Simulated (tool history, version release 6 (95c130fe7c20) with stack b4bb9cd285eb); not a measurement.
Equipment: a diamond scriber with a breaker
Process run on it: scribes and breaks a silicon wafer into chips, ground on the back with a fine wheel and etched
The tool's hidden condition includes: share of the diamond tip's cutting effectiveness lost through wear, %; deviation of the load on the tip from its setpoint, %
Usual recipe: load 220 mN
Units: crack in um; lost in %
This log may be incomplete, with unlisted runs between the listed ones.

run    hour  load  wafers since the last listed run  hours since the diamond tip was replaced  hours since the load on the tip was calibrated  incoming depth of the damage left on the back of the incoming wafer, um  crack   lost
  1       0   220                                 0                                     426.6                                           792.5                                                                     0.76  10.41    1.6
       19.2  -- diamond tip replaced by a new one
  2    30.6   220                               146                                      11.4                                           823.1                                                                     0.47  10.67   1.68
  3    56.8   220                               133                                      37.6                                           849.3                                                                      0.4  10.74   1.68
  4    82.9   220                               133                                      63.7                                           875.4                                                                     0.51  10.69   1.87
  5   145.3   239                               318                                     126.1                                           937.8                                                                     0.58  11.73   7.08
  6   181.1   239                               182                                     161.9                                           973.6                                                                     0.77   11.7   7.42
  7   210.4   239                               149                                     191.2                                          1002.9                                                                     0.75  11.57   7.13
  8   334.8   220                               635                                     315.6                                          1127.3                                                                     0.57  10.96   3.12
  9   365.4   266                               156                                     346.2                                          1157.9                                                                     0.35  12.97  22.93
 10   397.6   266                               164                                     378.4                                          1190.1                                                                     0.49   12.9  22.82
      438.9  -- diamond tip replaced by a new one
 11   464.6   220                               332                                      25.7                                          1257.1                                                                     0.69  11.26   3.85
 12     518   255                               272                                      79.1                                          1310.5                                                                     0.68  12.34  18.05
 13   582.6   255                               330                                     143.7                                          1375.1                                                                     0.32  12.82  21.22
 14   649.6   220                               342                                     210.7                                          1442.1                                                                     0.42   11.2   5.46
      699.5  -- load on the tip recalibrated
 15   718.1   220                               339                                     279.2                                            18.6                                                                      0.3  10.51   1.18
 16   759.5   220                               211                                     320.6                                              60                                                                     0.79  10.23   1.21
 17   819.9   205                               308                                       381                                           120.4                                                                     0.43    9.8   1.53
      850.4  -- diamond tip replaced by a new one
 18   886.9   205                               332                                      36.5                                           187.4                                                                     0.66    9.8   1.48
 19   933.6   220                               238                                      83.2                                           234.1                                                                     0.55  10.74   1.38
 20   999.5   220                               336                                     149.1                                             300                                                                     0.51  10.09   1.36
 21  1049.9   159                               257                                     199.5                                           350.4                                                                     0.73   8.09  27.04
 22  1088.2   172                               195                                     237.8                                           388.7                                                                     0.62   8.19  13.85
 23  1116.2   176                               143                                     265.8                                           416.7                                                                      0.7   8.54  12.08
 24  1156.2   203                               204                                     305.8                                           456.7                                                                     0.71   9.82   1.42
 25  1199.8   198                               222                                     349.4                                           500.3                                                                     0.47    9.6   1.98
     1238.4  -- diamond tip replaced by a new one
 26  1248.4   220                               238                                        10                                           548.9                                                                      0.4  10.73   1.72
 27  1312.3   246                               326                                      73.9                                           612.8                                                                     0.76  11.91   8.01
 28  1342.5   220                               154                                     104.1                                             643                                                                     0.62  10.76   1.77
 29  1371.1   220                               146                                     132.7                                           671.6                                                                     0.52  10.77   1.96
 30  1425.7   191                               279                                     187.3                                           726.2                                                                     0.35   9.64   3.09
 31    1466   176                               205                                     227.6                                           766.5                                                                     0.71    8.9   9.11
 32  1515.4   154                               252                                       277                                           815.9                                                                     0.74   7.76  23.96
 33  1572.4   220                               291                                       334                                           872.9                                                                     0.54  10.93   2.55
 34  1600.7   174                               144                                     362.3                                           901.2                                                                     0.76   8.95   9.07
 35    1665   201                               328                                     426.6                                           965.5                                                                     0.71   9.96      1
     1705.1  -- diamond tip replaced by a new one
 36  1718.1   169                               261                                        13                                          1018.6                                                                     0.39   8.76  10.26
 37    1747   220                               147                                      41.9                                          1047.5                                                                     0.62  11.17   3.58
 38  1960.6   199                              1091                                     255.5                                          1261.1                                                                     0.33  10.12   1.05
 39    2029   280                               349                                     323.9                                          1329.5                                                                     0.79  13.75  34.98
 40  2078.2   220                               251                                     373.1                                          1378.7                                                                     0.39  11.39   6.74
     2109.4  -- diamond tip replaced by a new one
 41    2113   220                               167                                       3.6                                          1413.5                                                                     0.45  11.64   6.97

Take each entry between the runs: how does the hidden state at the last listed run before it differ from the hidden state at the first listed run after it?
Logged between run 1 and run 2: diamond tip replaced by a new one (hour 19.2)
  deviation of the load on the tip from its setpoint, %: 4.53 -> 4.83
  measured result minus the result with no hidden state, crack: +0.38 -> +0.41 um; lost: +0.61 -> +0.7 %
Logged between run 10 and run 11: diamond tip replaced by a new one (hour 438.9)
  deviation of the load on the tip from its setpoint, %: 9.4 -> 10.4
  measured result minus the result with no hidden state, crack: +0.92 -> +0.88 um; lost: +11.25 -> +2.89 %
Logged between run 14 and run 15: load on the tip recalibrated (hour 699.5)
  deviation of the load on the tip from its setpoint, %: 13.5 -> 3.06
  measured result minus the result with no hidden state, crack: +1.1 -> +0.26 um; lost: +4.54 -> +0.27 %
Logged between run 17 and run 18: diamond tip replaced by a new one (hour 850.4)
  deviation of the load on the tip from its setpoint, %: 3.14 -> 3.27
  measured result minus the result with no hidden state, crack: +0.25 -> +0.26 um; lost: -1.11 -> -1.12 %
Logged between run 25 and run 26: diamond tip replaced by a new one (hour 1238.4)
  deviation of the load on the tip from its setpoint, %: 4.6 -> 4.91
  measured result minus the result with no hidden state, crack: +0.36 -> +0.42 um; lost: -2.12 -> +0.73 %
Logged between run 35 and run 36: diamond tip replaced by a new one (hour 1705.1)
  deviation of the load on the tip from its setpoint, %: 8.81 -> 9.46
  measured result minus the result with no hidden state, crack: +0.67 -> +0.63 um; lost: -2.57 -> -10.16 %
Logged between run 40 and run 41: diamond tip replaced by a new one (hour 2109.4)
  deviation of the load on the tip from its setpoint, %: 14.8 -> 15.4
  measured result minus the result with no hidden state, crack: +1.21 -> +1.29 um; lost: +5.76 -> +6.01 %
